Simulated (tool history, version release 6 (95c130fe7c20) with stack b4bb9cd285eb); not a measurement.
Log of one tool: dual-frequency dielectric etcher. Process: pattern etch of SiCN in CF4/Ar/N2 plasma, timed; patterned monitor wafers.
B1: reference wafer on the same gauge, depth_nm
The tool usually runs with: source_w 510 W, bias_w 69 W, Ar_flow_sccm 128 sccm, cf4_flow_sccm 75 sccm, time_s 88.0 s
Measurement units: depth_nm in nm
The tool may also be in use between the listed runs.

Run 1, hour 0.0: usual settings but cf4_flow_sccm 64 sccm; B1 72.5. Result: depth_nm 80.2 nm.
At hour 26.3: source power generator calibrated.
At hour 26.9: wet clean of the chamber.
At hour 30.6: upper electrode replaced.
Run 2, hour 32.1: usual settings but bias_w 80 W; B1 72.5. Result: depth_nm 89.6 nm.
Run 3, hour 45.8: usual settings but bias_w 80 W; B1 72.5. Result: depth_nm 89.4 nm.
Run 4, hour 55.0: usual settings but bias_w 80 W; B1 72.6. Result: depth_nm 89.1 nm.
Run 5, hour 77.4: usual settings but Ar_flow_sccm 118 sccm; B1 72.5. Result: depth_nm 86.3 nm.
Run 6, hour 83.9: usual settings; B1 72.5. Result: depth_nm 84.7 nm.
At hour 97.4: Ar flow controller replaced.
Run 7, hour 97.9: usual settings but bias_w 81 W, cf4_flow_sccm 61 sccm; B1 72.5. Result: depth_nm 87.6 nm.
Run 8, hour 110.2: usual settings but source_w 590 W, Ar_flow_sccm 109 sccm, cf4_flow_sccm 60 sccm, time_s 81.0 s; B1 72.5. Result: depth_nm 87.8 nm.
Run 9, hour 117.0: usual settings but bias_w 81 W, cf4_flow_sccm 61 sccm; B1 72.5. Result: depth_nm 86.7 nm.
At hour 143.9: gauge calibrated.
At hour 151.5: CF4 flow controller replaced.
Run 10, hour 155.4: usual settings; B1 72.5. Result: depth_nm 84.8 nm.
Run 11, hour 170.1: usual settings but source_w 440 W, cf4_flow_sccm 64 sccm, time_s 100.5 s; B1 72.5. Result: depth_nm 83.7 nm.
Run 12, hour 178.1: usual settings but Ar_flow_sccm 120 sccm; B1 72.6. Result: depth_nm 85.0 nm.
At hour 194.8: bias power generator calibrated.
Run 13, hour 195.3: usual settings; B1 72.4. Result: depth_nm 83.9 nm.
Run 14, hour 209.2: usual settings; B1 72.4. Result: depth_nm 84.2 nm.
Run 15, hour 219.3: usual settings but Ar_flow_sccm 143 sccm, time_s 79.0 s; B1 72.5. Result: depth_nm 74.6 nm.
Run 16, hour 225.7: usual settings but source_w 550 W; B1 72.5. Result: depth_nm 89.9 nm.
Run 17, hour 240.2: usual settings but Ar_flow_sccm 136 sccm, time_s 66.5 s; B1 72.5. Result: depth_nm 63.0 nm.
Run 18, hour 252.3: usual settings but bias_w 61 W, Ar_flow_sccm 136 sccm, cf4_flow_sccm 70 sccm, time_s 109.0 s; B1 72.5. Result: depth_nm 98.5 nm.
Run 19, hour 269.2: usual settings but source_w 590 W, bias_w 63 W, cf4_flow_sccm 80 sccm; B1 72.5. Result: depth_nm 93.5 nm.
Run 20, hour 275.8: usual settings; B1 72.5. Result: depth_nm 83.7 nm.

The logged runs with the hidden state left out (each run's random variation unchanged):
Hidden state at play: etch rate over this chamber's usual, %; source power that arrives over what is set, %; bias power that arrives over what is set, %; Ar flow that arrives over what is set, %; CF4 flow that arrives over what is set, %; gauge reads high (%).
run  depth_nm
  1      83.0
  2      89.3
  3      89.2
  4      89.0
  5      86.3
  6      84.7
  7      87.7
  8      88.0
  9      87.0
 10      85.3
 11      84.2
 12      85.6
 13      84.6
 14      85.0
 15      75.4
 16      90.9
 17      63.8
 18      99.7
 19      94.8
 20      84.9

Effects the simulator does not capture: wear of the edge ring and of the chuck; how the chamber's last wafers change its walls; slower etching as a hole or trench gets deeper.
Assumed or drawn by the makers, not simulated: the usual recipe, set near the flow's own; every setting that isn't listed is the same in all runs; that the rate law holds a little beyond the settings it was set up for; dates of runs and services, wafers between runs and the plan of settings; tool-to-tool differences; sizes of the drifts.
